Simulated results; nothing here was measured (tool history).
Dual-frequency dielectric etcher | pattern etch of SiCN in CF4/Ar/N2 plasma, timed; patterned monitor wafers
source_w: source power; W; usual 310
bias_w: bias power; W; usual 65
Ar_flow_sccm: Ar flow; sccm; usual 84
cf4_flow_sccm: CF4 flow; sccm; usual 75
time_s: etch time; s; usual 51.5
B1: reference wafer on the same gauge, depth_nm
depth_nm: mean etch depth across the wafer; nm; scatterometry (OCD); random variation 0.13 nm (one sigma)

Run 1, hour 0.0: usual settings; B1 36.34. Result: depth_nm 35.08 nm.
Run 2, hour 30.2: usual settings but time_s 61.0 s; B1 36.36. Result: depth_nm 41.80 nm.
Run 3, hour 94.9: usual settings but time_s 61.0 s; B1 36.40. Result: depth_nm 41.63 nm.
Run 4, hour 153.4: usual settings but source_w 290 W, time_s 47.0 s; B1 36.37. Result: depth_nm 30.55 nm.
Run 5, hour 220.9: usual settings; B1 36.40. Result: depth_nm 35.66 nm.
At hour 313.9: wet clean of the chamber.
At hour 331.4: upper electrode replaced.
Run 6, hour 351.5: usual settings; B1 36.40. Result: depth_nm 34.91 nm.
At hour 382.5: CF4 flow controller replaced.
Run 7, hour 421.9: usual settings; B1 36.44. Result: depth_nm 35.29 nm.
At hour 476.0: gauge calibrated.
Run 8, hour 490.2: usual settings; B1 36.42. Result: depth_nm 35.31 nm.
Run 9, hour 539.4: usual settings but source_w 340 W, time_s 60.5 s; B1 36.43. Result: depth_nm 45.69 nm.
Run 10, hour 609.2: usual settings but source_w 340 W, Ar_flow_sccm 67 sccm, cf4_flow_sccm 61 sccm, time_s 61.0 s; B1 36.34. Result: depth_nm 45.63 nm.
Run 11, hour 635.0: usual settings but cf4_flow_sccm 90 sccm; B1 36.40. Result: depth_nm 37.46 nm.
At hour 682.6: wet clean of the chamber.
At hour 685.6: bias power generator calibrated.
Run 12, hour 698.2: usual settings; B1 36.36. Result: depth_nm 34.70 nm.
Run 13, hour 732.5: usual settings; B1 36.39. Result: depth_nm 34.74 nm.
At hour 749.5: source power generator calibrated.
Run 14, hour 789.6: usual settings but source_w 340 W, cf4_flow_sccm 86 sccm, time_s 41.5 s; B1 36.40. Result: depth_nm 31.79 nm.
At hour 809.1: Ar flow controller replaced.
Run 15, hour 828.5: usual settings but bias_w 53 W, time_s 61.0 s; B1 36.34. Result: depth_nm 38.33 nm.
Run 16, hour 891.2: usual settings but cf4_flow_sccm 66 sccm; B1 36.41. Result: depth_nm 34.26 nm.
Run 17, hour 949.5: usual settings but source_w 280 W, time_s 41.5 s; B1 36.40. Result: depth_nm 26.09 nm.
At hour 993.5: wet clean of the chamber.
Run 18, hour 1006.8: usual settings but Ar_flow_sccm 102 sccm, time_s 59.0 s; B1 36.40. Result: depth_nm 38.76 nm.
Run 19, hour 1066.2: usual settings but source_w 360 W; B1 36.42. Result: depth_nm 40.18 nm.
Run 20, hour 1131.1: usual settings but source_w 350 W; B1 36.42. Result: depth_nm 39.52 nm.

Hidden state or all else? Some run-to-run changes of depth_nm, split into what the settings, what came in and random variation would give without the hidden state, and what is left for the hidden state (with any gauge scatter that isn't in both results):
The hidden state here: etch rate over this chamber's usual, %; source power that arrives over what is set, %; bias power that arrives over what is set, %; Ar flow that arrives over what is set, %; CF4 flow that arrives over what is set, %; gauge reads high (%).
Run 3 -> 4: source_w 310 -> 290, time_s 61.0 -> 47.0. depth_nm -11.08 nm: hidden state -0.03, all else -11.05.
Run 5 -> 6: wet clean of the chamber, upper electrode replaced. depth_nm -0.75 nm: hidden state -0.98, all else +0.23.
Run 11 -> 12: cf4_flow_sccm 90 -> 75, wet clean of the chamber, bias power generator calibrated. depth_nm -2.76 nm: hidden state -1.38, all else -1.38.
Run 17 -> 18: source_w 280 -> 310, Ar_flow_sccm 84 -> 102, time_s 41.5 -> 59.0, wet clean of the chamber. depth_nm +12.67 nm: hidden state -0.90, all else +13.57.
